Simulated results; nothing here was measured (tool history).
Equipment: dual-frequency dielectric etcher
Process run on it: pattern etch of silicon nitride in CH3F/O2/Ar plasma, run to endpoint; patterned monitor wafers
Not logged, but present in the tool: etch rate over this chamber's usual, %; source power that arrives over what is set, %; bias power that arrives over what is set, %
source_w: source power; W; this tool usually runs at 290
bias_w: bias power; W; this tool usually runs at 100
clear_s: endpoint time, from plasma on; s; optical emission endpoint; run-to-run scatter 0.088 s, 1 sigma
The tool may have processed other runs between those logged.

run,day,source_w,bias_w,wafers since the last listed run,hours since the last wet clean,hours since the last source power generator calibration,hours since the last bias power generator calibration,hours since the last upper electrode change,"incoming incoming film thickness, nm",clear_s
1,0.000,310,100,0,484.0,1481.8,2332.6,4982.3,18.77,29.7
2,0.683,310,100,264,500.4,1498.2,2349.0,4998.7,18.94,30.0
3,1.092,290,100,157,510.2,1508.0,2358.8,5008.5,18.82,30.6
4,1.375,290,100,109,517.0,1514.8,2365.6,5015.3,18.76,30.6
5,1.846,270,86,181,528.3,1526.1,2376.9,5026.6,18.70,33.1
6,2.512,270,86,257,544.3,1542.1,2392.9,5042.6,18.69,33.0
7,2.917,270,86,156,554.0,1551.8,2402.6,5052.3,18.81,33.3
8,3.317,290,100,154,563.6,1561.4,2412.2,5061.9,18.67,30.6
# day 4.138: bias power generator calibrated
9,4.158,290,87,260,583.8,1581.6,0.5,5082.1,18.76,32.2
10,4.429,290,87,104,590.3,1588.1,7.0,5088.6,18.76,32.3
11,4.908,290,87,185,601.8,1599.6,18.5,5100.1,18.73,32.3
# day 6.171: wet clean of the chamber
# day 6.733: upper electrode replaced
12,6.754,290,100,109,14.0,1643.9,62.8,0.5,18.97,29.9
13,6.767,250,86,4,14.3,1644.2,63.1,0.8,18.71,33.1
14,6.838,290,87,27,16.0,1645.9,64.8,2.5,18.99,31.6
15,7.275,330,113,169,26.5,1656.4,75.3,13.0,18.67,26.7
# day 7.700: source power generator calibrated
16,7.854,310,88,159,40.4,3.7,89.2,26.9,18.76,30.2
17,8.429,260,122,222,54.2,17.5,103.0,40.7,18.81,28.8
18,9.158,250,122,281,71.7,35.0,120.5,58.2,18.98,29.6
19,9.704,250,109,210,84.8,48.1,133.6,71.3,18.71,30.5
20,10.246,290,100,209,97.8,61.1,146.6,84.3,18.86,30.1
21,10.958,270,121,275,114.9,78.2,163.7,101.4,18.83,28.6
22,11.408,290,100,173,125.7,89.0,174.5,112.2,18.73,29.7
23,11.683,290,100,106,132.3,95.6,181.1,118.8,18.93,30.1
24,12.292,290,76,235,146.9,110.2,195.7,133.4,18.82,33.2
25,12.800,290,100,196,159.1,122.4,207.9,145.6,18.78,29.9
26,13.254,260,112,175,170.0,133.3,218.8,156.5,18.71,29.9

5 options for the next run, each taken on its own from the tool as it stands now. Forecast them:
A,13.271,290,100,6,170.4,133.7,219.2,156.9,18.86,?
B,13.271,290,81,6,170.4,133.7,219.2,156.9,18.86,?
C,13.271,340,78,6,170.4,133.7,219.2,156.9,18.86,?
D,13.271,360,123,6,170.4,133.7,219.2,156.9,18.86,?
E,13.271,350,100,6,170.4,133.7,219.2,156.9,18.86,?

run,clear_s
A,30.1
B,32.4
C,30.8
D,25.6
E,27.9
With no hidden state in the tool, these same runs would have given:
run,clear_s
A,29.6
B,31.9
C,30.3
D,25.2
E,27.5

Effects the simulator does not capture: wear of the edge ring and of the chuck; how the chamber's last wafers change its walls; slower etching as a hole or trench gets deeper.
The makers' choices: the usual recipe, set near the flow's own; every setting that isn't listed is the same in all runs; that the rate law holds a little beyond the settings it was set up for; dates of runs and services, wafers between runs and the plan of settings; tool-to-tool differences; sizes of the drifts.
